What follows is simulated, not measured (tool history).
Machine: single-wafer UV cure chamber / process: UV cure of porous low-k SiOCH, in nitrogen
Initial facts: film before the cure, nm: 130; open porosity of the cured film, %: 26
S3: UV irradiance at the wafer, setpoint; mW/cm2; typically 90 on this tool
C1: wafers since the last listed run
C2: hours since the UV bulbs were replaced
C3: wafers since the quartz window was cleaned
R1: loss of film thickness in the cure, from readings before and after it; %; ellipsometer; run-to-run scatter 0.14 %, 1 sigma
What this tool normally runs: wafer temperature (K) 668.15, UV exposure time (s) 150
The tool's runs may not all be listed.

run 1 hour=0 | wafer_temperature_(K)=668.15 UV_exposure_time_(s)=150 S3=90 | C1=0 C2=667.8 C3=3718 | R1=9.825
run 2 hour=22.8 | wafer_temperature_(K)=668.15 UV_exposure_time_(s)=150 S3=90 | C1=192 C2=690.6 C3=3910 | R1=9.828
run 3 hour=52.5 | wafer_temperature_(K)=668.15 UV_exposure_time_(s)=150 S3=90 | C1=250 C2=720.3 C3=4161 | R1=9.984
-- hour=72 quartz window cleaned
run 4 hour=72.5 | wafer_temperature_(K)=668.15 UV_exposure_time_(s)=150 S3=90 | C1=101 C2=740.3 C3=4 | R1=10.909
run 5 hour=81.3 | wafer_temperature_(K)=668.15 UV_exposure_time_(s)=150 S3=90 | C1=74 C2=749.1 C3=78 | R1=10.93
run 6 hour=116.4 | wafer_temperature_(K)=668.15 UV_exposure_time_(s)=150 S3=90 | C1=295 C2=784.2 C3=374 | R1=10.899
run 7 hour=144.6 | wafer_temperature_(K)=668.15 UV_exposure_time_(s)=115 S3=90 | C1=237 C2=812.4 C3=612 | R1=9.662
run 8 hour=169.8 | wafer_temperature_(K)=668.15 UV_exposure_time_(s)=115 S3=90 | C1=212 C2=837.6 C3=825 | R1=9.497
run 9 hour=186.3 | wafer_temperature_(K)=668.15 UV_exposure_time_(s)=115 S3=90 | C1=139 C2=854.1 C3=964 | R1=9.771
run 10 hour=203.2 | wafer_temperature_(K)=668.15 UV_exposure_time_(s)=150 S3=90 | C1=142 C2=871 C3=1106 | R1=10.537
run 11 hour=236.4 | wafer_temperature_(K)=668.15 UV_exposure_time_(s)=170 S3=90 | C1=279 C2=904.2 C3=1386 | R1=11.295
run 12 hour=282.7 | wafer_temperature_(K)=668.15 UV_exposure_time_(s)=150 S3=90 | C1=390 C2=950.5 C3=1776 | R1=10.544
run 13 hour=315.3 | wafer_temperature_(K)=668.15 UV_exposure_time_(s)=150 S3=90 | C1=274 C2=983.1 C3=2051 | R1=10.289
run 14 hour=345.4 | wafer_temperature_(K)=668.15 UV_exposure_time_(s)=150 S3=79 | C1=253 C2=1013.2 C3=2305 | R1=9.942
run 15 hour=360.9 | wafer_temperature_(K)=668.15 UV_exposure_time_(s)=150 S3=79 | C1=130 C2=1028.7 C3=2436 | R1=9.619
run 16 hour=383.5 | wafer_temperature_(K)=668.15 UV_exposure_time_(s)=150 S3=79 | C1=190 C2=1051.3 C3=2626 | R1=9.557
run 17 hour=415.7 | wafer_temperature_(K)=668.15 UV_exposure_time_(s)=150 S3=90 | C1=271 C2=1083.5 C3=2898 | R1=10.228
run 18 hour=450.9 | wafer_temperature_(K)=668.15 UV_exposure_time_(s)=150 S3=90 | C1=296 C2=1118.7 C3=3195 | R1=9.992
run 19 hour=484.2 | wafer_temperature_(K)=668.15 UV_exposure_time_(s)=150 S3=90 | C1=280 C2=1152 C3=3476 | R1=9.854
-- hour=500.3 UV bulbs replaced
run 20 hour=514.2 | wafer_temperature_(K)=668.15 UV_exposure_time_(s)=150 S3=106 | C1=185 C2=13.9 C3=3661 | R1=10.712
-- hour=534.1 quartz window cleaned
run 21 hour=534.6 | wafer_temperature_(K)=668.15 UV_exposure_time_(s)=150 S3=106 | C1=104 C2=34.3 C3=4 | R1=11.851
run 22 hour=566 | wafer_temperature_(K)=668.15 UV_exposure_time_(s)=150 S3=106 | C1=264 C2=65.7 C3=269 | R1=11.812
run 23 hour=578.3 | wafer_temperature_(K)=659.15 UV_exposure_time_(s)=150 S3=59 | C1=103 C2=78 C3=372 | R1=8.818
run 24 hour=612.1 | wafer_temperature_(K)=668.15 UV_exposure_time_(s)=150 S3=90 | C1=285 C2=111.8 C3=657 | R1=10.807
run 25 hour=645.7 | wafer_temperature_(K)=668.15 UV_exposure_time_(s)=150 S3=105 | C1=283 C2=145.4 C3=941 | R1=11.326
run 26 hour=670.5 | wafer_temperature_(K)=668.15 UV_exposure_time_(s)=150 S3=90 | C1=209 C2=170.2 C3=1150 | R1=10.488
run 27 hour=736.4 | wafer_temperature_(K)=651.15 UV_exposure_time_(s)=150 S3=57 | C1=555 C2=236.1 C3=1705 | R1=8.149
run 28 hour=762 | wafer_temperature_(K)=663.15 UV_exposure_time_(s)=180 S3=73 | C1=215 C2=261.7 C3=1921 | R1=9.978
run 29 hour=792.6 | wafer_temperature_(K)=659.15 UV_exposure_time_(s)=150 S3=59 | C1=258 C2=292.3 C3=2179 | R1=8.37
run 30 hour=816.1 | wafer_temperature_(K)=668.15 UV_exposure_time_(s)=150 S3=123 | C1=198 C2=315.8 C3=2377 | R1=11.601
run 31 hour=831.5 | wafer_temperature_(K)=668.15 UV_exposure_time_(s)=125 S3=128 | C1=129 C2=331.2 C3=2507 | R1=10.994
run 32 hour=860.9 | wafer_temperature_(K)=668.15 UV_exposure_time_(s)=150 S3=102 | C1=247 C2=360.6 C3=2755 | R1=10.76
run 33 hour=891.6 | wafer_temperature_(K)=663.15 UV_exposure_time_(s)=150 S3=90 | C1=258 C2=391.3 C3=3014 | R1=10.036
run 34 hour=910.5 | wafer_temperature_(K)=668.15 UV_exposure_time_(s)=185 S3=73 | C1=159 C2=410.2 C3=3173 | R1=9.997
run 35 hour=932.1 | wafer_temperature_(K)=675.15 UV_exposure_time_(s)=150 S3=126 | C1=182 C2=431.8 C3=3356 | R1=11.788
-- hour=957.9 quartz window cleaned
run 36 hour=958.4 | wafer_temperature_(K)=682.15 UV_exposure_time_(s)=180 S3=104 | C1=154 C2=458.1 C3=4 | R1=12.729
run 37 hour=984.2 | wafer_temperature_(K)=660.15 UV_exposure_time_(s)=225 S3=112 | C1=217 C2=483.9 C3=222 | R1=13.665
run 38 hour=1019.8 | wafer_temperature_(K)=655.15 UV_exposure_time_(s)=150 S3=90 | C1=300 C2=519.5 C3=522 | R1=10.478
run 39 hour=1033.3 | wafer_temperature_(K)=668.15 UV_exposure_time_(s)=150 S3=90 | C1=113 C2=533 C3=636 | R1=10.846
run 40 hour=1054 | wafer_temperature_(K)=683.15 UV_exposure_time_(s)=205 S3=68 | C1=174 C2=553.7 C3=810 | R1=10.81
run 41 hour=1066.2 | wafer_temperature_(K)=668.15 UV_exposure_time_(s)=150 S3=90 | C1=102 C2=565.9 C3=913 | R1=10.757
run 42 hour=1099.3 | wafer_temperature_(K)=668.15 UV_exposure_time_(s)=150 S3=121 | C1=279 C2=599 C3=1192 | R1=12.042
run 43 hour=1129.4 | wafer_temperature_(K)=680.15 UV_exposure_time_(s)=240 S3=103 | C1=253 C2=629.1 C3=1446 | R1=13.477
run 44 hour=1163.1 | wafer_temperature_(K)=668.15 UV_exposure_time_(s)=150 S3=119 | C1=284 C2=662.8 C3=1730 | R1=12.064
run 45 hour=1175.2 | wafer_temperature_(K)=657.15 UV_exposure_time_(s)=150 S3=90 | C1=102 C2=674.9 C3=1832 | R1=10.291
run 46 hour=1197.9 | wafer_temperature_(K)=655.15 UV_exposure_time_(s)=60 S3=116 | C1=191 C2=697.6 C3=2024 | R1=7.278
run 47 hour=1214.2 | wafer_temperature_(K)=668.15 UV_exposure_time_(s)=225 S3=90 | C1=137 C2=713.9 C3=2161 | R1=12.24
run 48 hour=1235.7 | wafer_temperature_(K)=668.15 UV_exposure_time_(s)=190 S3=128 | C1=181 C2=735.4 C3=2342 | R1=13.206

Forecast each of these 4 alternatives for the next run:
run A hour=1236.2 | wafer_temperature_(K)=668.15 UV_exposure_time_(s)=150 S3=90 | C1=4 C2=735.9 C3=2346 | R1=?
run B hour=1236.2 | wafer_temperature_(K)=678.15 UV_exposure_time_(s)=85 S3=105 | C1=4 C2=735.9 C3=2346 | R1=?
run C hour=1236.2 | wafer_temperature_(K)=668.15 UV_exposure_time_(s)=150 S3=125 | C1=4 C2=735.9 C3=2346 | R1=?
run D hour=1236.2 | wafer_temperature_(K)=673.15 UV_exposure_time_(s)=65 S3=101 | C1=4 C2=735.9 C3=2346 | R1=?

run=A R1=10.207
run=B R1=8.546
run=C R1=11.704
run=D R1=7.15
With no hidden state in the tool, these same runs would have given:
run=A R1=10.924
run=B R1=9.242
run=C R1=12.445
run=D R1=7.822
